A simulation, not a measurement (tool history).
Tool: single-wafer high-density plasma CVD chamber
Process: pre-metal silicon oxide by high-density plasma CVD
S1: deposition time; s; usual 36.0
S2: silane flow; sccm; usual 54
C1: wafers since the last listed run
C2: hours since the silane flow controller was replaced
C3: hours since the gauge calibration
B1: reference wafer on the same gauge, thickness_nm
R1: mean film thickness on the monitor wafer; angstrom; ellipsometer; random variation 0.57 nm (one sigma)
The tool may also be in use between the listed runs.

run 1 hour=0.0 | S1=36.0 S2=54 | C1=0 C2=1932.8 C3=998.4 | B1=225.092 | R1=1996.45
run 2 hour=103.5 | S1=36.0 S2=54 | C1=2106 C2=2036.3 C3=1101.9 | B1=224.924 | R1=2016.08
run 3 hour=185.3 | S1=36.0 S2=54 | C1=1665 C2=2118.1 C3=1183.7 | B1=224.831 | R1=2007.58
run 4 hour=289.8 | S1=36.0 S2=54 | C1=2127 C2=2222.6 C3=1288.2 | B1=224.883 | R1=2003.41
run 5 hour=332.8 | S1=30.4 S2=54 | C1=875 C2=2265.6 C3=1331.2 | B1=225.085 | R1=1684.31
run 6 hour=394.5 | S1=30.4 S2=54 | C1=1255 C2=2327.3 C3=1392.9 | B1=224.988 | R1=1686.32
run 7 hour=438.0 | S1=36.0 S2=54 | C1=885 C2=2370.8 C3=1436.4 | B1=225.160 | R1=2006.55
run 8 hour=521.3 | S1=36.0 S2=54 | C1=1695 C2=2454.1 C3=1519.7 | B1=224.821 | R1=1992.58
run 9 hour=600.0 | S1=36.0 S2=54 | C1=1601 C2=2532.8 C3=1598.4 | B1=225.038 | R1=1984.51
run 10 hour=683.1 | S1=36.0 S2=54 | C1=1691 C2=2615.9 C3=1681.5 | B1=225.053 | R1=2003.56
run 11 hour=766.1 | S1=36.0 S2=54 | C1=1689 C2=2698.9 C3=1764.5 | B1=224.823 | R1=1992.45
run 12 hour=871.1 | S1=36.0 S2=54 | C1=2137 C2=2803.9 C3=1869.5 | B1=224.858 | R1=1988.69
run 13 hour=970.3 | S1=36.0 S2=54 | C1=2019 C2=2903.1 C3=1968.7 | B1=224.931 | R1=1993.43
run 14 hour=1025.6 | S1=36.0 S2=54 | C1=1125 C2=2958.4 C3=2024.0 | B1=225.024 | R1=1991.68
run 15 hour=1125.9 | S1=36.0 S2=56 | C1=2041 C2=3058.7 C3=2124.3 | B1=225.031 | R1=2062.98
run 16 hour=1186.8 | S1=36.0 S2=56 | C1=1239 C2=3119.6 C3=2185.2 | B1=224.970 | R1=2060.33
run 17 hour=1242.2 | S1=38.2 S2=62 | C1=1127 C2=3175.0 C3=2240.6 | B1=225.069 | R1=2422.74
run 18 hour=1553.3 | S1=36.0 S2=47 | C1=6332 C2=3486.1 C3=2551.7 | B1=224.876 | R1=1723.76
run 19 hour=1591.2 | S1=31.7 S2=47 | C1=771 C2=3524.0 C3=2589.6 | B1=225.130 | R1=1518.73
run 20 hour=1669.8 | S1=33.2 S2=64 | C1=1599 C2=3602.6 C3=2668.2 | B1=224.922 | R1=2161.23
run 21 hour=1723.3 | S1=31.1 S2=54 | C1=1089 C2=3656.1 C3=2721.7 | B1=225.034 | R1=1714.36
-- hour=1776.3 gauge calibrated
run 22 hour=1825.3 | S1=36.0 S2=54 | C1=2076 C2=3758.1 C3=49.0 | B1=225.103 | R1=1987.20
run 23 hour=1923.7 | S1=28.8 S2=54 | C1=2002 C2=3856.5 C3=147.4 | B1=224.823 | R1=1582.13
run 24 hour=1962.1 | S1=36.0 S2=54 | C1=781 C2=3894.9 C3=185.8 | B1=225.033 | R1=1975.20
run 25 hour=2038.0 | S1=30.2 S2=62 | C1=1544 C2=3970.8 C3=261.7 | B1=224.910 | R1=1910.41
run 26 hour=2133.7 | S1=37.9 S2=44 | C1=1948 C2=4066.5 C3=357.4 | B1=224.960 | R1=1698.05
-- hour=2212.5 silane flow controller replaced
run 27 hour=2233.7 | S1=34.0 S2=54 | C1=1872 C2=21.2 C3=457.4 | B1=225.100 | R1=1887.92
run 28 hour=2333.3 | S1=33.9 S2=57 | C1=2027 C2=120.8 C3=557.0 | B1=225.155 | R1=1995.77
run 29 hour=2431.8 | S1=36.0 S2=57 | C1=2005 C2=219.3 C3=655.5 | B1=225.004 | R1=2119.56
run 30 hour=2530.4 | S1=39.6 S2=59 | C1=2007 C2=317.9 C3=754.1 | B1=225.003 | R1=2405.41
run 31 hour=2603.2 | S1=36.0 S2=54 | C1=1481 C2=390.7 C3=826.9 | B1=225.028 | R1=2013.78
run 32 hour=2697.6 | S1=36.0 S2=44 | C1=1921 C2=485.1 C3=921.3 | B1=225.071 | R1=1634.16
run 33 hour=2789.2 | S1=36.0 S2=54 | C1=1864 C2=576.7 C3=1012.9 | B1=224.998 | R1=2008.19
run 34 hour=2832.1 | S1=41.4 S2=60 | C1=873 C2=619.6 C3=1055.8 | B1=225.059 | R1=2543.96
run 35 hour=2872.7 | S1=39.1 S2=44 | C1=826 C2=660.2 C3=1096.4 | B1=224.924 | R1=1783.09
run 36 hour=2913.4 | S1=29.6 S2=49 | C1=828 C2=700.9 C3=1137.1 | B1=224.946 | R1=1493.21
run 37 hour=2980.8 | S1=40.4 S2=60 | C1=1371 C2=768.3 C3=1204.5 | B1=225.152 | R1=2505.67
run 38 hour=3056.1 | S1=38.8 S2=54 | C1=1532 C2=843.6 C3=1279.8 | B1=224.979 | R1=2156.87
run 39 hour=3141.8 | S1=36.0 S2=54 | C1=1744 C2=929.3 C3=1365.5 | B1=225.156 | R1=2004.54

What the log doesn't show, run by run:
gauge reads high (%): 0 in every run
H1: delivered silane flow above the setpoint (%)
run=1 H1=-0.239
run=2 H1=-0.284
run=3 H1=-0.322
run=4 H1=-0.373
run=5 H1=-0.395
run=6 H1=-0.426
run=7 H1=-0.449
run=8 H1=-0.494
run=9 H1=-0.538
run=10 H1=-0.585
run=11 H1=-0.635
run=12 H1=-0.699
run=13 H1=-0.762
run=14 H1=-0.799
run=15 H1=-0.866
run=16 H1=-0.908
run=17 H1=-0.947
run=18 H1=-1.18
run=19 H1=-1.21
run=20 H1=-1.27
run=21 H1=-1.31
run=22 H1=-1.4
run=23 H1=-1.48
run=24 H1=-1.51
run=25 H1=-1.58
run=26 H1=-1.67
run=27 H1=-0.208
run=28 H1=-0.21
run=29 H1=-0.213
run=30 H1=-0.219
run=31 H1=-0.225
run=32 H1=-0.234
run=33 H1=-0.245
run=34 H1=-0.251
run=35 H1=-0.257
run=36 H1=-0.263
run=37 H1=-0.274
run=38 H1=-0.287
run=39 H1=-0.304

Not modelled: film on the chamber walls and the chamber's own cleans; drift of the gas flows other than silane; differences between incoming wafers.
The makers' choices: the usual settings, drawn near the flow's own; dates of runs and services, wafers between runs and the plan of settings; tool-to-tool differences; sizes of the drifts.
